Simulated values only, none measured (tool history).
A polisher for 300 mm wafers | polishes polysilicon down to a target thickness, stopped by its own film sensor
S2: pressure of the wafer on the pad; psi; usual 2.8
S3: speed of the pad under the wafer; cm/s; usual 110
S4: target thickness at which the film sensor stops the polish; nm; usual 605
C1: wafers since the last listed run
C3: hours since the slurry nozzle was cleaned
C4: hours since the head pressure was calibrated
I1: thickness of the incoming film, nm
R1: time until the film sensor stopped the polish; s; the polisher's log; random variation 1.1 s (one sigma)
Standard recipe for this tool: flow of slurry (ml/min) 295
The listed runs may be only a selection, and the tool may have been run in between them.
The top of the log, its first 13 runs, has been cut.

Run 14, hour 352.1: usual settings but flow of slurry (ml/min) 250, S3 100 cm/s; C1 266; wafers polished on this pad 322; C3 335.5; C4 611.7; I1 1477.3. Result: R1 135.5 s.
Run 15, hour 385.3: usual settings; C1 248; wafers polished on this pad 571; C3 368.7; C4 644.9; I1 1450.5. Result: R1 117.3 s.
Run 16, hour 459.2: usual settings; C1 553; wafers polished on this pad 1125; C3 442.6; C4 718.8; I1 1456.3. Result: R1 115.7 s.
Run 17, hour 486.5: usual settings; C1 204; wafers polished on this pad 1329; C3 469.9; C4 746.1; I1 1460.8. Result: R1 119.7 s.
Run 18, hour 502.2: usual settings; C1 117; wafers polished on this pad 1447; C3 485.6; C4 761.8; I1 1470.2. Result: R1 119.5 s.
At hour 523.4: worn pad replaced by a new one, of another model than before.
Run 19, hour 534.7: usual settings but flow of slurry (ml/min) 395; C1 213; wafers polished on this pad 84; C3 518.1; C4 794.3; I1 1463. Result: R1 113.6 s.
Run 20, hour 559.3: usual settings; C1 184; wafers polished on this pad 268; C3 542.7; C4 818.9; I1 1441.8. Result: R1 114.4 s.
Run 21, hour 586.7: usual settings but flow of slurry (ml/min) 215, S2 2 psi, S3 142 cm/s, S4 375 nm; C1 205; wafers polished on this pad 474; C3 570.1; C4 846.3; I1 1475.7. Result: R1 158 s.
Run 22, hour 655.3: usual settings but flow of slurry (ml/min) 395; C1 514; wafers polished on this pad 988; C3 638.7; C4 914.9; I1 1463.5. Result: R1 113.2 s.
Run 23, hour 674.9: usual settings; C1 146; wafers polished on this pad 1135; C3 658.3; C4 934.5; I1 1476.6. Result: R1 119.3 s.
At hour 694.1: worn pad replaced by a new one.
At hour 706.9: head pressure recalibrated.
Run 24, hour 707.4: usual settings but flow of slurry (ml/min) 350, S3 96 cm/s, S4 362 nm; C1 198; wafers polished on this pad 84; C3 690.8; C4 0.5; I1 1462.9. Result: R1 161.5 s.
At hour 731.5: slurry nozzle cleaned.
Run 25, hour 735: usual settings but flow of slurry (ml/min) 370, S2 2.1 psi, S4 482 nm; C1 199; wafers polished on this pad 284; C3 3.5; C4 28.1; I1 1444.2. Result: R1 146.8 s.
Run 26, hour 752.2: usual settings but S2 3.2 psi, S3 88 cm/s, S4 897 nm; C1 128; wafers polished on this pad 413; C3 20.7; C4 45.3; I1 1452.9. Result: R1 76.9 s.

Estimate the outcome of run 27 from the log above:
Run 27, hour 765.8: usual settings; C1 101; wafers polished on this pad 515; C3 34.3; C4 58.9; I1 1470.7. Result: R1 ?.

Run 27 measured R1 115.2 s.
With no hidden state in the tool, this same run would have given R1 114.6 s.

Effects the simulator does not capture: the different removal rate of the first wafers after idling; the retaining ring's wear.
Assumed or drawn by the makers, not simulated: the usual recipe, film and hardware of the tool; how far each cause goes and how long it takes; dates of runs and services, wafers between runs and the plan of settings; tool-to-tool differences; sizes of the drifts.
